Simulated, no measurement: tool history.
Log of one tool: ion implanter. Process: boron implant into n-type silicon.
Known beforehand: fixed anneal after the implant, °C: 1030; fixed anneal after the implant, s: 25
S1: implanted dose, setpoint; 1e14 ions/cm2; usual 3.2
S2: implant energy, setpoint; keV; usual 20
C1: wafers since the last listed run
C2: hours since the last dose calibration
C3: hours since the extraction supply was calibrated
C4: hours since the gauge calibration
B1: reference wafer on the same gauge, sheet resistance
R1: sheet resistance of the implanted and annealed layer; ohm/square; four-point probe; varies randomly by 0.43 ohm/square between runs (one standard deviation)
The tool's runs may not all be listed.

Run 1, hour 0: usual settings; C1 0; C2 648.8; C3 3795.5; C4 1110.9; B1 301.98. Result: R1 285.9 ohm/square.
At hour 72.7: Faraday cup replaced and dose calibrated.
Run 2, hour 92.6: usual settings; C1 2133; C2 19.9; C3 3888.1; C4 1203.5; B1 301.9. Result: R1 287.23 ohm/square.
Run 3, hour 129.9: usual settings; C1 940; C2 57.2; C3 3925.4; C4 1240.8; B1 301.98. Result: R1 288.12 ohm/square.
Run 4, hour 217.9: usual settings; C1 2219; C2 145.2; C3 4013.4; C4 1328.8; B1 302.03. Result: R1 287.97 ohm/square.
Run 5, hour 273.2: usual settings; C1 1394; C2 200.5; C3 4068.7; C4 1384.1; B1 302.1. Result: R1 287.61 ohm/square.
Run 6, hour 555.8: usual settings; C1 7126; C2 483.1; C3 4351.3; C4 1666.7; B1 301.95. Result: R1 286.92 ohm/square.
Run 7, hour 615.6: usual settings but S1 3.73 1e14 ions/cm2, S2 24.5 keV; C1 1507; C2 542.9; C3 4411.1; C4 1726.5; B1 302.06. Result: R1 246.85 ohm/square.
Run 8, hour 692.9: usual settings but S1 3.73 1e14 ions/cm2, S2 24.5 keV; C1 1949; C2 620.2; C3 4488.4; C4 1803.8; B1 302. Result: R1 246.06 ohm/square.
Run 9, hour 765.5: usual settings but S1 3.73 1e14 ions/cm2, S2 24.5 keV; C1 1830; C2 692.8; C3 4561; C4 1876.4; B1 302.01. Result: R1 245.81 ohm/square.
Run 10, hour 844.2: usual settings; C1 1984; C2 771.5; C3 4639.7; C4 1955.1; B1 301.96. Result: R1 285.19 ohm/square.
At hour 875.7: Faraday cup replaced and dose calibrated.
Run 11, hour 949.3: usual settings but S1 3.74 1e14 ions/cm2, S2 17.5 keV; C1 2448; C2 73.6; C3 4744.8; C4 2060.2; B1 301.97. Result: R1 258.93 ohm/square.
Run 12, hour 989.5: usual settings but S1 3.74 1e14 ions/cm2, S2 17.5 keV; C1 1013; C2 113.8; C3 4785; C4 2100.4; B1 302.03. Result: R1 259.09 ohm/square.
Run 13, hour 1036.7: usual settings but S1 2.77 1e14 ions/cm2; C1 1190; C2 161; C3 4832.2; C4 2147.6; B1 301.99. Result: R1 325.46 ohm/square.
Run 14, hour 1086.7: usual settings but S1 2.77 1e14 ions/cm2; C1 1260; C2 211; C3 4882.2; C4 2197.6; B1 302.05. Result: R1 325.09 ohm/square.
At hour 1152.1: gauge calibrated.
Run 15, hour 1158.7: usual settings; C1 1815; C2 283; C3 4954.2; C4 6.6; B1 302.01. Result: R1 288.94 ohm/square.
Run 16, hour 1226.8: usual settings; C1 1717; C2 351.1; C3 5022.3; C4 74.7; B1 301.97. Result: R1 289.54 ohm/square.
Run 17, hour 1303: usual settings; C1 1921; C2 427.3; C3 5098.5; C4 150.9; B1 302.12. Result: R1 288.73 ohm/square.
Run 18, hour 1385.5: usual settings; C1 2080; C2 509.8; C3 5181; C4 233.4; B1 301.98. Result: R1 288.63 ohm/square.
Run 19, hour 1482.5: usual settings but S1 2.69 1e14 ions/cm2, S2 22 keV; C1 2446; C2 606.8; C3 5278; C4 330.4; B1 301.99. Result: R1 327.35 ohm/square.
Run 20, hour 1535.7: usual settings; C1 1341; C2 660; C3 5331.2; C4 383.6; B1 301.88. Result: R1 287.52 ohm/square.
Run 21, hour 1619.9: usual settings but S1 2.59 1e14 ions/cm2, S2 22.5 keV; C1 2123; C2 744.2; C3 5415.4; C4 467.8; B1 302.02. Result: R1 336.37 ohm/square.
At hour 1681.3: extraction supply calibrated.
Run 22, hour 1724.4: usual settings but S1 2.51 1e14 ions/cm2, S2 26 keV; C1 2433; C2 848.7; C3 43.1; C4 572.3; B1 301.98. Result: R1 338.33 ohm/square.
Run 23, hour 1803: usual settings but S1 2.27 1e14 ions/cm2, S2 15.5 keV; C1 1982; C2 927.3; C3 121.7; C4 650.9; B1 301.95. Result: R1 387.69 ohm/square.
At hour 1812.8: Faraday cup replaced and dose calibrated.
Run 24, hour 1853.2: usual settings but S1 3.97 1e14 ions/cm2, S2 23.5 keV; C1 1064; C2 40.4; C3 171.9; C4 701.1; B1 302.05. Result: R1 238.31 ohm/square.
Run 25, hour 2157.3: usual settings but S1 3.99 1e14 ions/cm2; C1 7668; C2 344.5; C3 476; C4 1005.2; B1 301.91. Result: R1 240.66 ohm/square.
Run 26, hour 2210.1: usual settings but S1 2.82 1e14 ions/cm2; C1 1331; C2 397.3; C3 528.8; C4 1058; B1 301.96. Result: R1 319.51 ohm/square.
Run 27, hour 2270.3: usual settings; C1 1518; C2 457.5; C3 589; C4 1118.2; B1 301.95. Result: R1 286.92 ohm/square.
Run 28, hour 2377: usual settings but S1 2.63 1e14 ions/cm2, S2 14 keV; C1 2690; C2 564.2; C3 695.7; C4 1224.9; B1 301.98. Result: R1 352.07 ohm/square.
Run 29, hour 2502: usual settings; C1 3152; C2 689.2; C3 820.7; C4 1349.9; B1 301.92. Result: R1 285.88 ohm/square.
Run 30, hour 2601: usual settings but S1 4.07 1e14 ions/cm2, S2 15.5 keV; C1 2496; C2 788.2; C3 919.7; C4 1448.9; B1 301.86. Result: R1 240.54 ohm/square.
At hour 2613.6: Faraday cup replaced and dose calibrated.
Run 31, hour 2647.6: usual settings but S2 16.5 keV; C1 973; C2 34; C3 966.3; C4 1495.5; B1 301.94. Result: R1 295.44 ohm/square.
Run 32, hour 2723.2: usual settings but S1 3.72 1e14 ions/cm2, S2 17.5 keV; C1 1906; C2 109.6; C3 1041.9; C4 1571.1; B1 302.04. Result: R1 259.89 ohm/square.
Run 33, hour 2762.2: usual settings; C1 983; C2 148.6; C3 1080.9; C4 1610.1; B1 301.83. Result: R1 289.62 ohm/square.
Run 34, hour 2829: usual settings but S1 3.79 1e14 ions/cm2, S2 17 keV; C1 1684; C2 215.4; C3 1147.7; C4 1676.9; B1 301.98. Result: R1 256.36 ohm/square.
Run 35, hour 2865.9: usual settings; C1 930; C2 252.3; C3 1184.6; C4 1713.8; B1 302.05. Result: R1 289.12 ohm/square.
Run 36, hour 2912: usual settings; C1 1162; C2 298.4; C3 1230.7; C4 1759.9; B1 302.06. Result: R1 288.35 ohm/square.

What if the next run were any one of these 5? Each begins from the tool's condition after run 36:
Run A, hour 2912.4: usual settings; C1 10; C2 298.8; C3 1231.1; C4 1760.3; B1 ?. Result: R1 ?.
Run B, hour 2912.4: usual settings but S1 2.86 1e14 ions/cm2, S2 16.5 keV; C1 10; C2 298.8; C3 1231.1; C4 1760.3; B1 ?. Result: R1 ?.
Run C, hour 2912.4: usual settings but S1 2.6 1e14 ions/cm2, S2 15.5 keV; C1 10; C2 298.8; C3 1231.1; C4 1760.3; B1 ?. Result: R1 ?.
Run D, hour 2912.4: usual settings but S1 2.84 1e14 ions/cm2, S2 14.5 keV; C1 10; C2 298.8; C3 1231.1; C4 1760.3; B1 ?. Result: R1 ?.
Run E, hour 2912.4: usual settings but S1 2.75 1e14 ions/cm2, S2 26.5 keV; C1 10; C2 298.8; C3 1231.1; C4 1760.3; B1 ?. Result: R1 ?.

run      B1      R1
  A  302.12  288.98
  B  302.12  323.46
  C  302.12  352.43
  D  302.12  330.24
  E  302.12   317.3
Had the tool no hidden state, the same runs would have come out as:
run      R1
  A  289.32
  B  323.84
  C  352.85
  D  330.63
  E  317.68
